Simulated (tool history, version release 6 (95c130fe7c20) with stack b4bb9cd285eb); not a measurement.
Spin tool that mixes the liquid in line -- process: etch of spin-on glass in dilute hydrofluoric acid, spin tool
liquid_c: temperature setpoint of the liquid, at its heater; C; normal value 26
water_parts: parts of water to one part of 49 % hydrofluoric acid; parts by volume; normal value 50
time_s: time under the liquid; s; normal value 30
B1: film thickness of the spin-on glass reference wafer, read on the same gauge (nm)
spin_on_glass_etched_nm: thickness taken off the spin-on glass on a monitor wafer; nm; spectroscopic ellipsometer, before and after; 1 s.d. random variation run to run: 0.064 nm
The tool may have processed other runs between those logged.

Run 1, hour 0: usual settings; B1 69.99. Result: spin_on_glass_etched_nm 28.23 nm.
Run 2, hour 7.1: usual settings; B1 69.99. Result: spin_on_glass_etched_nm 28.3 nm.
Run 3, hour 13.3: usual settings; B1 69.98. Result: spin_on_glass_etched_nm 28.16 nm.
Run 4, hour 23.5: usual settings; B1 70. Result: spin_on_glass_etched_nm 28.21 nm.
Run 5, hour 40.5: usual settings; B1 70. Result: spin_on_glass_etched_nm 28.3 nm.
Run 6, hour 55.3: usual settings; B1 70.02. Result: spin_on_glass_etched_nm 28.22 nm.
Run 7, hour 67.2: usual settings but liquid_c 29 C; B1 69.97. Result: spin_on_glass_etched_nm 31.74 nm.
Run 8, hour 74: usual settings but liquid_c 29 C; B1 70.02. Result: spin_on_glass_etched_nm 31.65 nm.
Run 9, hour 90.9: usual settings but liquid_c 29 C; B1 70.03. Result: spin_on_glass_etched_nm 31.55 nm.
Run 10, hour 99.3: usual settings but water_parts 55 parts by volume; B1 69.99. Result: spin_on_glass_etched_nm 25.39 nm.
Run 11, hour 110.3: usual settings but water_parts 55 parts by volume; B1 69.98. Result: spin_on_glass_etched_nm 25.33 nm.
Run 12, hour 117.7: usual settings; B1 70. Result: spin_on_glass_etched_nm 28.06 nm.
Run 13, hour 133.9: usual settings; B1 70. Result: spin_on_glass_etched_nm 28.1 nm.
Run 14, hour 150: usual settings but liquid_c 29.5 C; B1 70.01. Result: spin_on_glass_etched_nm 35.51 nm.
Run 15, hour 167.7: usual settings but liquid_c 23 C; B1 70.01. Result: spin_on_glass_etched_nm 27.35 nm.
Run 16, hour 178.6: usual settings but water_parts 55 parts by volume, time_s 50 s; B1 70.03. Result: spin_on_glass_etched_nm 42.33 nm.
Run 17, hour 196.2: usual settings but liquid_c 24.5 C, water_parts 65 parts by volume, time_s 50 s; B1 70.01. Result: spin_on_glass_etched_nm 33.39 nm.
Run 18, hour 202.8: usual settings but liquid_c 23 C; B1 70. Result: spin_on_glass_etched_nm 24.83 nm.
Run 19, hour 210: usual settings but liquid_c 29 C, water_parts 70 parts by volume, time_s 50 s; B1 70.02. Result: spin_on_glass_etched_nm 36.75 nm.
Run 20, hour 218.4: usual settings but liquid_c 29 C, water_parts 70 parts by volume, time_s 50 s; B1 69.99. Result: spin_on_glass_etched_nm 36.6 nm.
Run 21, hour 225.6: usual settings but liquid_c 22 C, time_s 45 s; B1 70.01. Result: spin_on_glass_etched_nm 35.8 nm.
Run 22, hour 236.2: usual settings but time_s 15 s; B1 70.01. Result: spin_on_glass_etched_nm 14.11 nm.
Run 23, hour 243.9: usual settings; B1 70. Result: spin_on_glass_etched_nm 28.07 nm.
Run 24, hour 261.5: usual settings; B1 69.98. Result: spin_on_glass_etched_nm 28.18 nm.
Run 25, hour 268.8: usual settings but liquid_c 23 C, water_parts 75 parts by volume, time_s 20 s; B1 70.02. Result: spin_on_glass_etched_nm 10.73 nm.
Run 26, hour 282.6: usual settings; B1 69.98. Result: spin_on_glass_etched_nm 28.16 nm.
Run 27, hour 294: usual settings but water_parts 25 parts by volume, time_s 20 s; B1 70.01. Result: spin_on_glass_etched_nm 38.82 nm.

Removed from this log: 3 entries logged between the listed runs. Between which two listed runs does each belong, and how does the tool's hidden state at the listed run before it compare with that at the listed run after it?
Logged between run 13 and run 14: hydrofluoric acid flow meter replaced (hour 136.8)
  liquid hotter than its thermometer reads (K): 2.39 -> 2.4; hydrofluoric acid flow below the setpoint (%): 8.73 -> 0.125
  measured value less the no-hidden-state value, spin_on_glass_etched_nm: -0.07 -> +3.13 nm
Logged between run 14 and run 15: gauge calibrated (hour 155.1)
  liquid hotter than its thermometer reads (K): 2.4 -> 2.42; hydrofluoric acid flow below the setpoint (%): 0.125 -> 0.219
  measured value less the no-hidden-state value, spin_on_glass_etched_nm: +3.13 -> +2.53 nm
Logged between run 15 and run 16: thermometer replaced (hour 175.8)
  liquid hotter than its thermometer reads (K): 2.42 -> 0.0956; hydrofluoric acid flow below the setpoint (%): 0.219 -> 0.276
  measured value less the no-hidden-state value, spin_on_glass_etched_nm: +2.53 -> +0.05 nm
